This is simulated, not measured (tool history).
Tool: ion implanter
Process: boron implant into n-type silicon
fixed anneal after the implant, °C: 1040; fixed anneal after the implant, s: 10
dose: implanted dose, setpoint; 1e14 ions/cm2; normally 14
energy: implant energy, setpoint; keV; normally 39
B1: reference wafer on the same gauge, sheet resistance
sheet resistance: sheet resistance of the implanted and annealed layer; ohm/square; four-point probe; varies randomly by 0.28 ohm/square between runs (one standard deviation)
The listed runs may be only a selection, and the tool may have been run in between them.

{"run": 1, "hour": 0.0, "dose": 12.67, "energy": 39, "B1": 97.16, "sheet resistance": 95.96}
{"run": 2, "hour": 14.1, "dose": 12.67, "energy": 39, "B1": 97, "sheet resistance": 96.29}
{"run": 3, "hour": 31.0, "dose": 12.67, "energy": 39, "B1": 97.12, "sheet resistance": 97.04}
{"run": 4, "hour": 40.8, "dose": 14, "energy": 39, "B1": 97.06, "sheet resistance": 88.86}
{"run": 5, "hour": 57.5, "dose": 14, "energy": 39, "B1": 97.13, "sheet resistance": 88.6}
{"run": 6, "hour": 73.5, "dose": 14, "energy": 39, "B1": 97.06, "sheet resistance": 88.67}
{"run": 7, "hour": 84.6, "dose": 14, "energy": 39, "B1": 97.06, "sheet resistance": 88.81}
{"run": 8, "hour": 97.0, "dose": 14, "energy": 39, "B1": 97.02, "sheet resistance": 89.05}
{"run": 9, "hour": 103.1, "dose": 14, "energy": 39, "B1": 97.02, "sheet resistance": 88.7}
{"run": 10, "hour": 153.3, "dose": 14, "energy": 39, "B1": 97.06, "sheet resistance": 87.99}
{"run": 11, "hour": 170.0, "dose": 14, "energy": 39, "B1": 97.09, "sheet resistance": 88.95}
{"run": 12, "hour": 189.6, "dose": 14, "energy": 39, "B1": 97.08, "sheet resistance": 88.56}
{"run": 13, "hour": 194.1, "dose": 9.83, "energy": 39, "B1": 97.11, "sheet resistance": 118.33}
{"run": 14, "hour": 213.1, "dose": 16.81, "energy": 32.5, "B1": 97.13, "sheet resistance": 77.27}
{"run": 15, "hour": 216.5, "dose": 14, "energy": 39, "B1": 97.08, "sheet resistance": 88.19}
{"run": 16, "hour": 234.3, "dose": 14, "energy": 39, "B1": 97.1, "sheet resistance": 88.96}
{"run": 17, "hour": 247.9, "dose": 14, "energy": 51.5, "B1": 97.1, "sheet resistance": 87.08}
{"run": 18, "hour": 255.7, "dose": 14, "energy": 29.5, "B1": 97.14, "sheet resistance": 90.26}
{"run": 19, "hour": 272.9, "dose": 11.14, "energy": 39, "B1": 97.08, "sheet resistance": 107.58}
{"run": 20, "hour": 288.9, "dose": 14, "energy": 39, "B1": 97.06, "sheet resistance": 88.33}
{"run": 21, "hour": 302.0, "dose": 17.15, "energy": 47.5, "B1": 97.06, "sheet resistance": 73.47}
{"run": 22, "hour": 315.6, "dose": 12.67, "energy": 39, "B1": 97.18, "sheet resistance": 96.9}
{"run": 23, "hour": 330.2, "dose": 15.94, "energy": 33, "B1": 97.14, "sheet resistance": 80.64}
{"run": 24, "hour": 345.9, "dose": 16.28, "energy": 32, "B1": 97.19, "sheet resistance": 79.27}

Taken out of this log: 3 entries between the listed runs. Where each belongs, and how the hidden state differs across it:
Runs 9 to 10: gauge calibrated (hour 151.9)
  no hidden state differs between the two runs
Runs 11 to 12: Faraday cup replaced and dose calibrated (hour 189.1)
  no hidden state differs between the two runs
Runs 13 to 14: extraction supply calibrated (hour 212.6)
  no hidden state differs between the two runs
